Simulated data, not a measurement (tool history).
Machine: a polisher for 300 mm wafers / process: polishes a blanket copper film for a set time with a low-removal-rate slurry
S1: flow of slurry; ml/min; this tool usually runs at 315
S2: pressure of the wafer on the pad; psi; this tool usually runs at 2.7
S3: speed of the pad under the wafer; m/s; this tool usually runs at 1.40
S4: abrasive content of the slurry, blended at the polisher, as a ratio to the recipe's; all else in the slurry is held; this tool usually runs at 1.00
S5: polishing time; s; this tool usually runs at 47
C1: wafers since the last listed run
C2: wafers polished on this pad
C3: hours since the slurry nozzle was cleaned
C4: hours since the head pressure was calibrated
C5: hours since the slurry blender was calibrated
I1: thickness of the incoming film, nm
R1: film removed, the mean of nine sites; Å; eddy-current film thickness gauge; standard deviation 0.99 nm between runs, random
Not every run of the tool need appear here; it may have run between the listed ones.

run	hour	S1	S2	S3	S4	S5	C1	C2	C3	C4	C5	I1	R1
1	0.0	315	2.7	1.40	1.00	47	0	117	23.7	938.0	169.2	1016.5	1410
2	6.2	365	2.7	1.40	1.00	47	71	189	29.9	944.2	175.4	1012.0	1442
3	14.1	315	2.7	1.40	1.00	47	91	281	37.8	952.1	183.3	1019.4	1431
4	25.7	315	2.7	1.40	1.00	47	134	415	49.4	963.7	194.9	1003.3	1412
5	32.7	315	2.7	1.40	1.00	47	81	496	56.4	970.7	201.9	1006.0	1420
6	50.6	315	2.7	1.40	1.00	47	207	703	74.3	988.6	219.8	1032.0	1414
7	61.5	315	2.7	1.40	1.00	47	126	830	85.2	999.5	230.7	1010.1	1408
8	72.6	315	2.7	1.40	1.00	47	128	958	96.3	1010.6	241.8	1028.7	1401
# hour 87.1: worn pad replaced by a new one
9	89.4	315	2.7	1.40	1.00	47	148	27	113.1	1027.4	258.6	1025.7	1428
10	97.3	315	2.7	1.40	1.00	47	91	118	121.0	1035.3	266.5	1019.1	1402
11	112.6	315	2.7	1.40	1.00	47	177	295	136.3	1050.6	281.8	1009.4	1394
12	121.6	315	2.7	1.40	1.15	53	104	400	145.3	1059.6	290.8	1014.1	1633
13	131.2	390	2.7	1.40	1.15	47	111	511	154.9	1069.2	300.4	1032.7	1467
14	140.1	315	2.7	1.40	1.20	57	103	614	163.8	1078.1	309.3	1021.0	1806
15	152.2	315	3.3	1.40	1.00	47	140	754	175.9	1090.2	321.4	1036.0	1568
16	168.0	315	2.7	1.26	1.20	60	182	937	191.7	1106.0	337.2	1012.2	1705
# hour 171.0: slurry nozzle cleaned
# hour 174.7: worn pad replaced by a new one
17	179.5	410	3.3	1.12	1.00	52	79	55	8.5	1117.5	348.7	1022.4	1512
18	187.3	315	3.1	0.98	0.80	47	90	145	16.3	1125.3	356.5	1004.0	1111
# hour 201.0: head pressure recalibrated
19	204.2	315	3.2	1.40	1.25	47	172	318	33.2	3.2	373.4	1006.2	1751
20	221.3	220	2.0	1.28	0.80	47	198	516	50.3	20.3	390.5	1015.9	1063
21	233.5	315	2.7	1.40	1.00	41	141	657	62.5	32.5	402.7	1025.7	1304
# hour 248.9: slurry blender recalibrated
22	251.4	315	2.2	1.40	0.75	47	184	841	80.4	50.4	2.5	1024.1	1236
23	258.1	390	2.7	1.40	1.00	47	77	919	87.1	57.1	9.2	1018.8	1506
24	265.8	315	2.7	1.40	1.00	41	89	1008	94.8	64.8	16.9	1017.1	1305
# hour 271.6: worn pad replaced by a new one
25	275.0	315	2.7	1.40	1.00	47	60	39	104.0	74.0	26.1	1036.8	1469
26	285.5	350	2.7	1.40	1.00	47	121	160	114.5	84.5	36.6	1038.5	1503
27	296.2	315	2.7	1.40	1.00	47	123	284	125.2	95.2	47.3	1008.6	1487
28	340.2	275	2.7	1.26	0.70	58	509	794	169.2	139.2	91.3	1020.1	1522
# hour 369.2: slurry nozzle cleaned
# hour 381.0: worn pad replaced by a new one
29	390.6	315	2.7	1.40	1.00	47	525	110	21.4	189.6	141.7	1004.2	1487
30	421.8	395	2.7	1.40	1.30	36	361	472	52.6	220.8	172.9	1010.0	1242
31	431.3	315	2.7	1.40	1.00	47	110	582	62.1	230.3	182.4	1024.8	1495

State the hidden condition of the tool at each of the runs:
removal rate lost through wear of the pad, %: 0, the same for each run
slurry flow missing at the pad, %: 0, the same for each run
abrasive missing from the slurry, %: 0, the same for each run
H1: deviation of the head's pressure from its setpoint, %
run	H1
1	-8.47
2	-8.58
3	-8.72
4	-8.93
5	-9.06
6	-9.39
7	-9.59
8	-9.8
9	-10.1
10	-10.3
11	-10.6
12	-10.8
13	-10.9
14	-11.1
15	-11.4
16	-11.7
17	-11.9
18	-12.1
19	-1.27
20	-1.27
21	-1.28
22	-1.29
23	-1.3
24	-1.31
25	-1.32
26	-1.34
27	-1.35
28	-1.45
29	-1.61
30	-1.73
31	-1.77
